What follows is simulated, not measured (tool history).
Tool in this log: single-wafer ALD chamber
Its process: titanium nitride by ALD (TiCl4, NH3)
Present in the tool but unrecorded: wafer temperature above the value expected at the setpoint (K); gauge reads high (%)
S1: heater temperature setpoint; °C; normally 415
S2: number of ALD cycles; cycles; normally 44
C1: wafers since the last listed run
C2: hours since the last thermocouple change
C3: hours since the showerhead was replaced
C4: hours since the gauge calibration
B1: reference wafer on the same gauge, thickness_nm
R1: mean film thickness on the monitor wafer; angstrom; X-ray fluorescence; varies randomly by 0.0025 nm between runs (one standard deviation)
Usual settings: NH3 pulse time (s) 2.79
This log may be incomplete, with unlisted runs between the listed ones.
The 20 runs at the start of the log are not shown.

{"hour": 267.5, "done": "gauge calibrated"}
{"run": 21, "hour": 279.6, "S1": 423, "S2": 50, "NH3 pulse time (s)": 1.88, "C1": 92, "C2": 75.6, "C3": 41.5, "C4": 12.1, "B1": 1.039, "R1": 11.3}
{"run": 22, "hour": 294.4, "S1": 427, "S2": 39, "NH3 pulse time (s)": 3.8, "C1": 86, "C2": 90.4, "C3": 56.3, "C4": 26.9, "B1": 1.04, "R1": 8.97}
{"run": 23, "hour": 307.9, "S1": 415, "S2": 44, "NH3 pulse time (s)": 2.79, "C1": 78, "C2": 103.9, "C3": 69.8, "C4": 40.4, "B1": 1.04, "R1": 10.06}
{"run": 24, "hour": 315.0, "S1": 415, "S2": 44, "NH3 pulse time (s)": 2.79, "C1": 41, "C2": 111.0, "C3": 76.9, "C4": 47.5, "B1": 1.04, "R1": 10.1}
{"run": 25, "hour": 330.5, "S1": 429, "S2": 37, "NH3 pulse time (s)": 3.08, "C1": 90, "C2": 126.5, "C3": 92.4, "C4": 63.0, "B1": 1.04, "R1": 8.45}
{"run": 26, "hour": 344.3, "S1": 415, "S2": 44, "NH3 pulse time (s)": 2.79, "C1": 80, "C2": 140.3, "C3": 106.2, "C4": 76.8, "B1": 1.04, "R1": 10.08}
{"run": 27, "hour": 358.6, "S1": 411, "S2": 39, "NH3 pulse time (s)": 1.95, "C1": 83, "C2": 154.6, "C3": 120.5, "C4": 91.1, "B1": 1.04, "R1": 8.81}
{"run": 28, "hour": 376.6, "S1": 411, "S2": 39, "NH3 pulse time (s)": 1.95, "C1": 104, "C2": 172.6, "C3": 138.5, "C4": 109.1, "B1": 1.04, "R1": 8.8}
{"run": 29, "hour": 384.1, "S1": 404, "S2": 44, "NH3 pulse time (s)": 3.39, "C1": 43, "C2": 180.1, "C3": 146.0, "C4": 116.6, "B1": 1.04, "R1": 10.1}
{"run": 30, "hour": 401.2, "S1": 405, "S2": 51, "NH3 pulse time (s)": 2.43, "C1": 99, "C2": 197.2, "C3": 163.1, "C4": 133.7, "B1": 1.04, "R1": 11.6}
{"run": 31, "hour": 417.4, "S1": 415, "S2": 44, "NH3 pulse time (s)": 3.58, "C1": 94, "C2": 213.4, "C3": 179.3, "C4": 149.9, "B1": 1.04, "R1": 10.13}
{"run": 32, "hour": 435.3, "S1": 426, "S2": 44, "NH3 pulse time (s)": 2.14, "C1": 104, "C2": 231.3, "C3": 197.2, "C4": 167.8, "B1": 1.04, "R1": 10.01}
{"run": 33, "hour": 443.5, "S1": 415, "S2": 51, "NH3 pulse time (s)": 3.81, "C1": 47, "C2": 239.5, "C3": 205.4, "C4": 176.0, "B1": 1.04, "R1": 11.76}
{"run": 34, "hour": 458.2, "S1": 415, "S2": 44, "NH3 pulse time (s)": 2.79, "C1": 85, "C2": 254.2, "C3": 220.1, "C4": 190.7, "B1": 1.039, "R1": 10.09}
{"run": 35, "hour": 468.9, "S1": 426, "S2": 37, "NH3 pulse time (s)": 3.51, "C1": 62, "C2": 264.9, "C3": 230.8, "C4": 201.4, "B1": 1.041, "R1": 8.53}
{"run": 36, "hour": 481.4, "S1": 421, "S2": 44, "NH3 pulse time (s)": 2.79, "C1": 72, "C2": 277.4, "C3": 243.3, "C4": 213.9, "B1": 1.04, "R1": 10.1}
{"run": 37, "hour": 489.9, "S1": 426, "S2": 39, "NH3 pulse time (s)": 3.28, "C1": 49, "C2": 285.9, "C3": 251.8, "C4": 222.4, "B1": 1.04, "R1": 9.0}
{"run": 38, "hour": 525.0, "S1": 415, "S2": 40, "NH3 pulse time (s)": 2.42, "C1": 204, "C2": 321.0, "C3": 286.9, "C4": 257.5, "B1": 1.04, "R1": 9.1}

Forecast each of these 4 alternatives for the next run:
{"run": "A", "hour": 525.5, "S1": 415, "S2": 52, "NH3 pulse time (s)": 2.79, "C1": 2, "C2": 321.5, "C3": 287.4, "C4": 258.0, "B1": "?", "R1": "?"}
{"run": "B", "hour": 525.5, "S1": 424, "S2": 41, "NH3 pulse time (s)": 3.28, "C1": 2, "C2": 321.5, "C3": 287.4, "C4": 258.0, "B1": "?", "R1": "?"}
{"run": "C", "hour": 525.5, "S1": 415, "S2": 50, "NH3 pulse time (s)": 3.26, "C1": 2, "C2": 321.5, "C3": 287.4, "C4": 258.0, "B1": "?", "R1": "?"}
{"run": "D", "hour": 525.5, "S1": 415, "S2": 48, "NH3 pulse time (s)": 2.44, "C1": 2, "C2": 321.5, "C3": 287.4, "C4": 258.0, "B1": "?", "R1": "?"}

run=A B1=1.040 R1=11.94
run=B B1=1.040 R1=9.47
run=C B1=1.040 R1=11.53
run=D B1=1.040 R1=10.97
With the hidden condition removed and each run's random variation left untouched, the same runs would have given:
run=A R1=11.94
run=B R1=9.47
run=C R1=11.53
run=D R1=10.97
